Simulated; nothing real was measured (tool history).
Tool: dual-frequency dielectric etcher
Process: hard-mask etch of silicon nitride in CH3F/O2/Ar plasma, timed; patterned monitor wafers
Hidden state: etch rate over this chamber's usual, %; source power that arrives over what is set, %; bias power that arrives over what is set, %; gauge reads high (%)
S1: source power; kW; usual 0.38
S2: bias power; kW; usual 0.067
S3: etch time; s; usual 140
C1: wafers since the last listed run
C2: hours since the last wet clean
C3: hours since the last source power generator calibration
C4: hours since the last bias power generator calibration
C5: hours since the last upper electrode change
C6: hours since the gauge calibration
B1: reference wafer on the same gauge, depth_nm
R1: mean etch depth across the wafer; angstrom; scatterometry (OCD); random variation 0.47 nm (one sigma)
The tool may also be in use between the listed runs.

{"run": 1, "hour": 0.0, "S1": 0.38, "S2": 0.067, "S3": 169, "C1": 0, "C2": 351.5, "C3": 1483.9, "C4": 617.5, "C5": 2073.5, "C6": 898.1, "B1": 89, "R1": 1225}
{"hour": 52.4, "done": "wet clean of the chamber"}
{"run": 2, "hour": 104.5, "S1": 0.38, "S2": 0.067, "S3": 140, "C1": 852, "C2": 52.1, "C3": 1588.4, "C4": 722, "C5": 2178, "C6": 1002.6, "B1": 89, "R1": 1015}
{"run": 3, "hour": 201.4, "S1": 0.38, "S2": 0.067, "S3": 140, "C1": 1026, "C2": 149, "C3": 1685.3, "C4": 818.9, "C5": 2274.9, "C6": 1099.5, "B1": 89, "R1": 1007}
{"run": 4, "hour": 260.5, "S1": 0.38, "S2": 0.067, "S3": 140, "C1": 625, "C2": 208.1, "C3": 1744.4, "C4": 878, "C5": 2334, "C6": 1158.6, "B1": 88.9, "R1": 1011}
{"run": 5, "hour": 367.8, "S1": 0.38, "S2": 0.067, "S3": 140, "C1": 1136, "C2": 315.4, "C3": 1851.7, "C4": 985.3, "C5": 2441.3, "C6": 1265.9, "B1": 89, "R1": 1015}
{"run": 6, "hour": 465.1, "S1": 0.38, "S2": 0.075, "S3": 140, "C1": 1030, "C2": 412.7, "C3": 1949, "C4": 1082.6, "C5": 2538.6, "C6": 1363.2, "B1": 89, "R1": 1069}
{"run": 7, "hour": 534.2, "S1": 0.38, "S2": 0.075, "S3": 140, "C1": 731, "C2": 481.8, "C3": 2018.1, "C4": 1151.7, "C5": 2607.7, "C6": 1432.3, "B1": 89, "R1": 1059}
{"hour": 578.2, "done": "wet clean of the chamber"}
{"run": 8, "hour": 624.5, "S1": 0.35, "S2": 0.067, "S3": 140, "C1": 702, "C2": 46.3, "C3": 2108.4, "C4": 1242, "C5": 2698, "C6": 1522.6, "B1": 89, "R1": 979}
{"run": 9, "hour": 728.8, "S1": 0.38, "S2": 0.067, "S3": 140, "C1": 1104, "C2": 150.6, "C3": 2212.7, "C4": 1346.3, "C5": 2802.3, "C6": 1626.9, "B1": 88.8, "R1": 1015}
{"run": 10, "hour": 824.8, "S1": 0.38, "S2": 0.067, "S3": 140, "C1": 1016, "C2": 246.6, "C3": 2308.7, "C4": 1442.3, "C5": 2898.3, "C6": 1722.9, "B1": 89, "R1": 1011}
{"hour": 877.9, "done": "upper electrode replaced"}
{"run": 11, "hour": 931.1, "S1": 0.38, "S2": 0.067, "S3": 140, "C1": 871, "C2": 352.9, "C3": 2415, "C4": 1548.6, "C5": 53.2, "C6": 1829.2, "B1": 89, "R1": 1009}
{"run": 12, "hour": 1026.8, "S1": 0.38, "S2": 0.067, "S3": 140, "C1": 1013, "C2": 448.6, "C3": 2510.7, "C4": 1644.3, "C5": 148.9, "C6": 1924.9, "B1": 89, "R1": 1014}
{"hour": 1101.9, "done": "wet clean of the chamber"}
{"run": 13, "hour": 1129.2, "S1": 0.38, "S2": 0.067, "S3": 140, "C1": 830, "C2": 27.3, "C3": 2613.1, "C4": 1746.7, "C5": 251.3, "C6": 2027.3, "B1": 88.9, "R1": 1017}
{"run": 14, "hour": 1211.8, "S1": 0.45, "S2": 0.058, "S3": 100, "C1": 874, "C2": 109.9, "C3": 2695.7, "C4": 1829.3, "C5": 333.9, "C6": 2109.9, "B1": 89, "R1": 732}
{"run": 15, "hour": 1281.2, "S1": 0.3, "S2": 0.059, "S3": 140, "C1": 735, "C2": 179.3, "C3": 2765.1, "C4": 1898.7, "C5": 403.3, "C6": 2179.3, "B1": 89, "R1": 870}
{"run": 16, "hour": 1345.5, "S1": 0.38, "S2": 0.067, "S3": 140, "C1": 681, "C2": 243.6, "C3": 2829.4, "C4": 1963, "C5": 467.6, "C6": 2243.6, "B1": 89.1, "R1": 1016}
{"hour": 1351.2, "done": "gauge calibrated"}
{"run": 17, "hour": 1422.8, "S1": 0.41, "S2": 0.072, "S3": 140, "C1": 818, "C2": 320.9, "C3": 2906.7, "C4": 2040.3, "C5": 544.9, "C6": 71.6, "B1": 89, "R1": 1078}
{"hour": 1447.0, "done": "bias power generator calibrated"}
{"run": 18, "hour": 1471.0, "S1": 0.33, "S2": 0.076, "S3": 152.5, "C1": 468, "C2": 369.1, "C3": 2954.9, "C4": 24, "C5": 593.1, "C6": 119.8, "B1": 89.1, "R1": 1099}
{"hour": 1486.2, "done": "source power generator calibrated"}
{"run": 19, "hour": 1531.9, "S1": 0.38, "S2": 0.055, "S3": 115, "C1": 602, "C2": 430, "C3": 45.7, "C4": 84.9, "C5": 654, "C6": 180.7, "B1": 89, "R1": 766}
{"hour": 1627.2, "done": "wet clean of the chamber"}
{"run": 20, "hour": 1627.7, "S1": 0.38, "S2": 0.067, "S3": 140, "C1": 760, "C2": 0.5, "C3": 141.5, "C4": 180.7, "C5": 749.8, "C6": 276.5, "B1": 88.9, "R1": 1017}
{"run": 21, "hour": 1718.4, "S1": 0.38, "S2": 0.067, "S3": 140, "C1": 960, "C2": 91.2, "C3": 232.2, "C4": 271.4, "C5": 840.5, "C6": 367.2, "B1": 89, "R1": 1019}
{"run": 22, "hour": 1784.1, "S1": 0.38, "S2": 0.067, "S3": 181.5, "C1": 695, "C2": 156.9, "C3": 297.9, "C4": 337.1, "C5": 906.2, "C6": 432.9, "B1": 89, "R1": 1313}
{"run": 23, "hour": 1822.6, "S1": 0.38, "S2": 0.067, "S3": 168, "C1": 407, "C2": 195.4, "C3": 336.4, "C4": 375.6, "C5": 944.7, "C6": 471.4, "B1": 89.1, "R1": 1229}
{"run": 24, "hour": 1910.7, "S1": 0.28, "S2": 0.077, "S3": 125.5, "C1": 933, "C2": 283.5, "C3": 424.5, "C4": 463.7, "C5": 1032.8, "C6": 559.5, "B1": 88.8, "R1": 854}
{"run": 25, "hour": 1973.4, "S1": 0.38, "S2": 0.075, "S3": 172, "C1": 664, "C2": 346.2, "C3": 487.2, "C4": 526.4, "C5": 1095.5, "C6": 622.2, "B1": 89, "R1": 1313}
{"run": 26, "hour": 2042.1, "S1": 0.34, "S2": 0.067, "S3": 114, "C1": 727, "C2": 414.9, "C3": 555.9, "C4": 595.1, "C5": 1164.2, "C6": 690.9, "B1": 89, "R1": 791}

Forecast each of these 3 alternatives for the next run:
{"run": "A", "hour": 2042.6, "S1": 0.44, "S2": 0.067, "S3": 140, "C1": 5, "C2": 415.4, "C3": 556.4, "C4": 595.6, "C5": 1164.7, "C6": 691.4, "B1": "?", "R1": "?"}
{"run": "B", "hour": 2042.6, "S1": 0.42, "S2": 0.067, "S3": 127, "C1": 5, "C2": 415.4, "C3": 556.4, "C4": 595.6, "C5": 1164.7, "C6": 691.4, "B1": "?", "R1": "?"}
{"run": "C", "hour": 2042.6, "S1": 0.38, "S2": 0.067, "S3": 161, "C1": 5, "C2": 415.4, "C3": 556.4, "C4": 595.6, "C5": 1164.7, "C6": 691.4, "B1": "?", "R1": "?"}

run=A B1=89 R1=1075
run=B B1=89 R1=957
run=C B1=89 R1=1165
Without the tool's hidden state the same runs would have given:
run=A R1=1075
run=B R1=957
run=C R1=1165
